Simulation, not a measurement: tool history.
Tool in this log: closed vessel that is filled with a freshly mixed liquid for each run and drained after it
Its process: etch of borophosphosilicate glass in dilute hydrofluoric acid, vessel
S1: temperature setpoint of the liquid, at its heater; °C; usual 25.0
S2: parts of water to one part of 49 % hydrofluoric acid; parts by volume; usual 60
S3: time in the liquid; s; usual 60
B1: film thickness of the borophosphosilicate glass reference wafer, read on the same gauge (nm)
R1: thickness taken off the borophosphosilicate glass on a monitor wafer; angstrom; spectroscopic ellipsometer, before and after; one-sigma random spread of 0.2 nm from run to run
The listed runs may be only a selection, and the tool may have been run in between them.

run   hour    S1  S2  S3      B1     R1
  1    0.0  25.0  60  60  129.99  290.3
  2   29.4  25.0  60  60  129.98  287.6
  3   60.3  25.0  60  60  130.00  294.7
  4  140.9  25.0  60  60  130.01  296.5
  5  159.8  26.0  60  60  129.99  304.2
  6  187.4  25.0  60  60  129.98  295.3
     195.5  -- thermometer replaced
  7  215.9  25.0  60  60  130.00  300.6
  8  248.0  25.0  60  60  130.01  295.0
  9  275.7  25.0  45  60  130.01  399.8
 10  291.1  26.0  60  60  129.99  311.1
 11  319.7  25.0  60  60  130.01  301.4
 12  352.4  25.0  60  60  130.01  302.1
     367.5  -- gauge calibrated
     417.7  -- hydrofluoric acid flow meter replaced
 13  420.7  25.0  60  45  130.01  208.8
 14  432.7  25.0  60  80  129.98  367.1
 15  461.0  27.5  70  45  129.97  193.1
 16  490.1  23.5  45  30  130.01  176.6
 17  590.7  20.5  85  60  130.00  157.8
 18  603.8  22.0  85  30  130.01   84.4

Consider 4 possible next runs. They are alternatives, not a sequence: every one starts from the tool as it was left by run 18. What does each give?
  A  604.5  25.0  60  60   ?   ?
  B  604.5  21.5  60  60   ?   ?
  C  604.5  25.0  85  60   ?   ?
  D  604.5  23.5  80  40   ?   ?

run      B1     R1
  A  130.03  280.3
  B  130.03  242.7
  C  130.03  191.5
  D  130.03  128.6
The same runs, with their run-to-run variation unchanged, on a tool lacking any hidden condition would have given:
run     R1
  A  276.1
  B  239.1
  C  188.6
  D  126.6
